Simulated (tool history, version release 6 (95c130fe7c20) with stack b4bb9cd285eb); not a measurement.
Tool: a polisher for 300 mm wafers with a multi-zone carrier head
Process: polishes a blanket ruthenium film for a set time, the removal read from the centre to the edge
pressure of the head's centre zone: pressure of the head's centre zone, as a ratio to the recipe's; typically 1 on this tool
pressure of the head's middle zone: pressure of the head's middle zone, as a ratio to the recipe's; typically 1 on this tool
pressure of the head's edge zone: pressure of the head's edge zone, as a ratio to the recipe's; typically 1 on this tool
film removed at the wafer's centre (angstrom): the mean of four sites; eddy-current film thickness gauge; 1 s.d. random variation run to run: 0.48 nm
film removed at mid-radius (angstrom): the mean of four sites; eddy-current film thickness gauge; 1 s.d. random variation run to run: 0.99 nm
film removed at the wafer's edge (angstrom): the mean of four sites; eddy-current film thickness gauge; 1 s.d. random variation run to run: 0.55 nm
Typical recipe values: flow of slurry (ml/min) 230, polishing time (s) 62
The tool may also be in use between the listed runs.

run    hour  flow of slurry (ml/min)  pressure of the head's centre zone  pressure of the head's middle zone  pressure of the head's edge zone  polishing time (s)  incoming thickness of the incoming film, nm  film removed at the wafer's centre (angstrom)  film removed at mid-radius (angstrom)  film removed at the wafer's edge (angstrom)
  1       0                      230                                   1                                1.08                              0.93                  62                                        288.8                                            701                                    704                                          640
  2    37.2                      230                                   1                                   1                                 1                  62                                        290.9                                            702                                    667                                          654
       43.6  -- carrier head's membrane replaced by a new one
  3    85.4                      230                                   1                                   1                                 1                  62                                        291.6                                            704                                    671                                          653
      145.2  -- edge zone pressure recalibrated
  4   147.6                      230                                   1                                   1                                 1                  62                                        289.5                                            683                                    631                                          635
  5   174.2                      230                                1.04                                   1                                 1                  53                                        293.3                                            616                                    547                                          541
        196  -- slurry nozzle cleaned
  6   205.2                      155                                0.92                                   1                              1.07                  42                                        284.8                                            411                                    413                                          428
  7   249.5                      205                                1.09                                1.12                                 1                  62                                          292                                            734                                    682                                          627
  8   311.9                      230                                   1                                   1                                 1                  62                                          289                                            676                                    640                                          625
      332.5  -- worn pad replaced by a new one
  9   364.9                      230                                   1                                   1                                 1                  62                                        295.2                                            721                                    692                                          665
 10   433.5                      270                                   1                                1.07                              1.07                  62                                        289.9                                            717                                    700                                          682
 11   498.1                      230                                   1                                   1                                 1                  62                                        286.8                                            706                                    669                                          646
 12   523.3                      230                                   1                                   1                                 1                  62                                        290.4                                            701                                    655                                          647
      528.5  -- centre zone pressure recalibrated
 13   551.1                      230                                0.94                                   1                              1.03                  62                                        293.8                                            606                                    654                                          656
      573.5  -- carrier head's membrane replaced by a new one
 14   591.5                      230                                   1                                   1                                 1                  62                                        289.4                                            641                                    643                                          634
 15   662.5                      170                                1.08                                1.06                                 1                  62                                          289                                            671                                    646                                          619
      666.2  -- slurry nozzle cleaned
      708.4  -- worn pad replaced by a new one
 16     724                      230                                   1                                0.96                              0.91                  69                                        290.5                                            765                                    735                                          703
 17   774.3                      230                                1.08                                   1                              0.94                  62                                        293.1                                            752                                    672                                          638
 18     953                      230                                   1                                   1                              1.07                  62                                        287.5                                            686                                    646                                          654
 19  1011.2                      230                                   1                                   1                              1.09                  62                                          289                                            672                                    637                                          653
 20  1066.5                      230                                   1                                   1                                 1                  62                                        291.1                                            668                                    636                                          622
     1086.8  -- carrier head's membrane replaced by a new one
 21  1117.2                      305                                   1                                1.04                              0.96                  42                                        286.1                                            465                                    446                                          420
     1138.9  -- worn pad replaced by a new one
     1142.3  -- slurry nozzle cleaned
 22  1144.9                      200                                   1                                1.12                                 1                  62                                        293.4                                            709                                    705                                          648
 23  1270.2                      230                                0.92                                   1                                 1                  62                                          293                                            640                                    668                                          658

Alternative continuations, all from the tool just after run 23; predict every row:
  A  1270.6                      230                                   1                                   1                                 1                  62                                        288.2                                              ?                                      ?                                            ?
  B  1270.6                      285                                   1                                   1                              1.11                  62                                        288.2                                              ?                                      ?                                            ?
  C  1270.6                      230                                0.89                                   1                                 1                  41                                        288.2                                              ?                                      ?                                            ?

run  film removed at the wafer's centre (angstrom)  film removed at mid-radius (angstrom)  film removed at the wafer's edge (angstrom)
  A                                            701                                    669                                          656
  B                                            717                                    682                                          702
  C                                            413                                    443                                          434
Without the tool's hidden state the same runs would have given:
run  film removed at the wafer's centre (angstrom)  film removed at mid-radius (angstrom)  film removed at the wafer's edge (angstrom)
  A                                            663                                    688                                          675
  B                                            678                                    702                                          722
  C                                            390                                    455                                          446

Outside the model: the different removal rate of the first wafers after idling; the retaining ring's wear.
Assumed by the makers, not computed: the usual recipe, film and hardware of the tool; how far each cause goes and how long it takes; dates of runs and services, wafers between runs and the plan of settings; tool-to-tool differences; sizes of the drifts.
